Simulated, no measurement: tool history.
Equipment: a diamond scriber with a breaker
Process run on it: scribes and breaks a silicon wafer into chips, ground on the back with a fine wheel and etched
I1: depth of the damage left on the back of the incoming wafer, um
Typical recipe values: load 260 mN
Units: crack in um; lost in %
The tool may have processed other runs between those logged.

run 1 hour=0.0 | load=260 | I1=0.37 | crack=14.54 lost=1.77
run 2 hour=52.8 | load=260 | I1=0.75 | crack=14.48 lost=1.72
run 3 hour=105.4 | load=260 | I1=0.75 | crack=14.27 lost=1.84
run 4 hour=149.1 | load=210 | I1=0.71 | crack=11.49 lost=7.92
run 5 hour=188.2 | load=210 | I1=0.76 | crack=11.66 lost=8.21
run 6 hour=243.8 | load=260 | I1=0.67 | crack=14.21 lost=2.00
run 7 hour=315.0 | load=260 | I1=0.54 | crack=13.91 lost=1.98
run 8 hour=343.0 | load=319 | I1=0.73 | crack=17.12 lost=3.22
-- hour=358.1 diamond tip replaced by a new one
run 9 hour=375.9 | load=260 | I1=0.46 | crack=13.98 lost=2.07
run 10 hour=429.4 | load=297 | I1=0.76 | crack=15.80 lost=2.02
run 11 hour=457.5 | load=260 | I1=0.31 | crack=13.88 lost=2.11
run 12 hour=505.5 | load=260 | I1=0.45 | crack=13.33 lost=2.17
run 13 hour=558.9 | load=260 | I1=0.53 | crack=13.60 lost=2.29
-- hour=612.7 load on the tip recalibrated
run 14 hour=622.2 | load=260 | I1=0.79 | crack=13.29 lost=3.39
run 15 hour=673.0 | load=260 | I1=0.70 | crack=12.93 lost=3.93
run 16 hour=732.6 | load=260 | I1=0.73 | crack=12.66 lost=4.44
-- hour=767.7 diamond tip replaced by a new one
run 17 hour=793.3 | load=260 | I1=0.39 | crack=12.44 lost=4.70
run 18 hour=862.8 | load=260 | I1=0.38 | crack=12.11 lost=5.84
run 19 hour=887.7 | load=232 | I1=0.46 | crack=11.29 lost=10.66
-- hour=952.6 load on the tip recalibrated, repeated, since the last time left the tool worse
run 20 hour=953.1 | load=290 | I1=0.36 | crack=16.22 lost=2.37
run 21 hour=994.3 | load=260 | I1=0.69 | crack=14.62 lost=1.71
run 22 hour=1019.6 | load=291 | I1=0.41 | crack=15.67 lost=2.02
run 23 hour=1049.0 | load=260 | I1=0.68 | crack=13.98 lost=1.84
run 24 hour=1086.2 | load=330 | I1=0.33 | crack=17.43 lost=4.21
run 25 hour=1112.2 | load=306 | I1=0.53 | crack=16.66 lost=2.61
run 26 hour=1146.6 | load=260 | I1=0.67 | crack=13.89 lost=2.04
run 27 hour=1172.0 | load=260 | I1=0.32 | crack=14.29 lost=2.09
run 28 hour=1226.8 | load=323 | I1=0.50 | crack=17.38 lost=3.23
run 29 hour=1255.6 | load=260 | I1=0.75 | crack=14.11 lost=2.23
-- hour=1290.1 diamond tip replaced by a new one
run 30 hour=1314.9 | load=325 | I1=0.45 | crack=16.63 lost=3.23
run 31 hour=1361.1 | load=209 | I1=0.63 | crack=11.14 lost=9.41
run 32 hour=1404.5 | load=224 | I1=0.76 | crack=12.31 lost=6.70
run 33 hour=1472.0 | load=338 | I1=0.55 | crack=16.66 lost=3.93
run 34 hour=1508.6 | load=334 | I1=0.52 | crack=16.98 lost=3.24
run 35 hour=1569.9 | load=293 | I1=0.60 | crack=14.61 lost=1.68
-- hour=1577.3 load on the tip recalibrated
run 36 hour=1620.6 | load=260 | I1=0.77 | crack=14.72 lost=1.66
run 37 hour=1682.9 | load=321 | I1=0.40 | crack=17.67 lost=3.98
run 38 hour=1737.0 | load=295 | I1=0.77 | crack=15.37 lost=2.05
-- hour=1777.5 diamond tip replaced by a new one
run 39 hour=1782.7 | load=285 | I1=0.66 | crack=14.85 lost=1.76
run 40 hour=1807.6 | load=328 | I1=0.64 | crack=17.00 lost=3.93
run 41 hour=1864.4 | load=260 | I1=0.64 | crack=13.80 lost=2.14

4 ways to go on from here, each from the tool as it stands after run 41. What would each give?
run A hour=1865.1 | load=260 | I1=0.31 | crack=? lost=?
run B hour=1865.1 | load=286 | I1=0.31 | crack=? lost=?
run C hour=1865.1 | load=212 | I1=0.31 | crack=? lost=?
run D hour=1865.1 | load=289 | I1=0.31 | crack=? lost=?

run=A crack=14.00 lost=2.15
run=B crack=15.23 lost=1.69
run=C crack=11.59 lost=8.66
run=D crack=15.37 lost=1.73
Without the tool's hidden state the same runs would have given:
run=A crack=14.97 lost=1.66
run=B crack=16.28 lost=2.43
run=C crack=12.39 lost=5.55
run=D crack=16.43 lost=2.61
